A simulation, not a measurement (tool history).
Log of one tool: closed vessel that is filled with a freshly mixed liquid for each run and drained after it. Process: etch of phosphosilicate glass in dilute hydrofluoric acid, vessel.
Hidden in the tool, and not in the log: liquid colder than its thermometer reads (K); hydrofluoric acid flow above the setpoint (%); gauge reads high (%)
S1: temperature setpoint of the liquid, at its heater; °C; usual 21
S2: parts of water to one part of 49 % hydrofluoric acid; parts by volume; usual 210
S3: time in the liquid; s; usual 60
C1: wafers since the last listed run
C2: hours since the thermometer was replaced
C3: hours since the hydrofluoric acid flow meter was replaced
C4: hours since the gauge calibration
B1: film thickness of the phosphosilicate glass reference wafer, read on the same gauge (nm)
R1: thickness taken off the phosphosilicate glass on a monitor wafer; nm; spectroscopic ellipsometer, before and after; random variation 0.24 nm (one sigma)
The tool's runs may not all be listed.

run     day    S1   S2  S3     C1     C2     C3      C4      B1     R1
  1       0    21  210  60      0  113.4  337.1   683.7  149.98  33.56
  2   1.929    21  210  60   4618  159.7  383.4     730  150.01  33.44
  3   3.908    21  210  60   4738  207.2  430.9   777.5     150   33.7
  4   6.296    21  210  60   5715  264.5  488.2   834.8  150.01  33.65
  5   8.692    21  210  60   5735    322  545.7   892.3  150.02  33.64
  6  10.629    21  210  60   4638  368.5  592.2   938.8  150.02  33.39
  7  12.588    21  210  60   4688  415.5  639.2   985.8  150.03  33.22
  8  14.971    21  210  60   5705  472.7  696.4    1043  149.99  33.07
  9  16.333    21  210  60   3261  505.4  729.1  1075.7  150.01  33.15
     16.446  -- hydrofluoric acid flow meter replaced
 10  17.796    21  210  60   3401  540.5   32.4  1110.8  149.99  30.08
     18.779  -- thermometer replaced
 11    19.7    21  210  60   4458   22.1   78.1  1156.5  149.98  33.11
 12  22.329    21  210  60   6294   85.2  141.2  1219.6     150  33.04
 13  23.521    21  210  60   2852  113.8  169.8  1248.2  149.99  33.06
 14    24.7    21  210  60   2823  142.1  198.1  1276.5  150.03  32.92
 15  25.929    21  170  60   2942  171.6  227.6    1306  150.02  42.64
 16  28.183  17.5  115  85   5396  225.7  281.7  1360.1     150  82.44
 17  30.133    25  210  40   4668  272.5  328.5  1406.9     150  25.59
 18  31.817    21  145  45   4030  312.9  368.9  1447.3  150.02  38.56
      32.45  -- gauge calibrated
 19  33.608    24  160  95   4289  355.9  411.9    27.8  149.99  80.69
 20  36.483    21  210  85   6882  424.9  480.9    96.8  150.03  46.87
 21  37.771    21  210  60   3082  455.8  511.8   127.7  150.01  33.04
     39.612  -- thermometer replaced
 22  40.296    21  210  45   5945   16.4  572.4   188.3  150.01  26.55
 23  42.083  22.5  245  50   4279   59.3  615.3   231.2     150  25.67
     44.371  -- hydrofluoric acid flow meter replaced
 24  47.979    21  210  60  14015  200.8   86.6   372.7  149.97  31.99
 25  50.962  22.5  210  60   7142  272.4  158.2   444.3  150.04  34.15
 26  55.008    21  170  80   9685  369.5  255.3   541.4     150  54.17
 27  57.742    21  210  60   6543  435.1  320.9     607  149.99  31.49
 28  59.075    21  170  80   3192  467.1  352.9     639  149.99  53.99
 29  61.512    18  170  95   5835  525.6  411.4   697.5  149.98  57.16
     62.408  -- thermometer replaced
 30  64.008    21  210  60   5875   38.4  471.3   757.4  150.01  34.25
 31  65.042    21  305  45   2473   63.2  496.1   782.2  149.97  16.24
 32  67.608    21  210  60   6144  124.8  557.7   843.8     150  34.66
 33  69.696  22.5  165  80   4997  174.9  607.8   893.9  150.01  64.37

Some steps in R1 between neighbouring runs. How much of each would the tool show without its hidden state too (settings, what came in, random variation), and how much is left for the hidden state, with any gauge scatter that isn't in both results?
Run 9 -> 10: hydrofluoric acid flow meter replaced. R1 -3.07 nm: hidden state -2.96, all else -0.11.
Run 10 -> 11: thermometer replaced. R1 +3.03 nm: hidden state +2.88, all else +0.15.
Run 15 -> 16: S1 21 -> 17.5, S2 170 -> 115, S3 60 -> 85. R1 +39.8 nm: hidden state +0.12, all else +39.68.
Run 16 -> 17: S1 17.5 -> 25, S2 115 -> 210, S3 85 -> 40. R1 -56.85 nm: hidden state -0.27, all else -56.58.
Run 18 -> 19: S1 21 -> 24, S2 145 -> 160, S3 45 -> 95, gauge calibrated. R1 +42.13 nm: hidden state +0.6, all else +41.53.
Run 29 -> 30: S1 18 -> 21, S2 170 -> 210, S3 95 -> 60, thermometer replaced. R1 -22.91 nm: hidden state +3.81, all else -26.72.
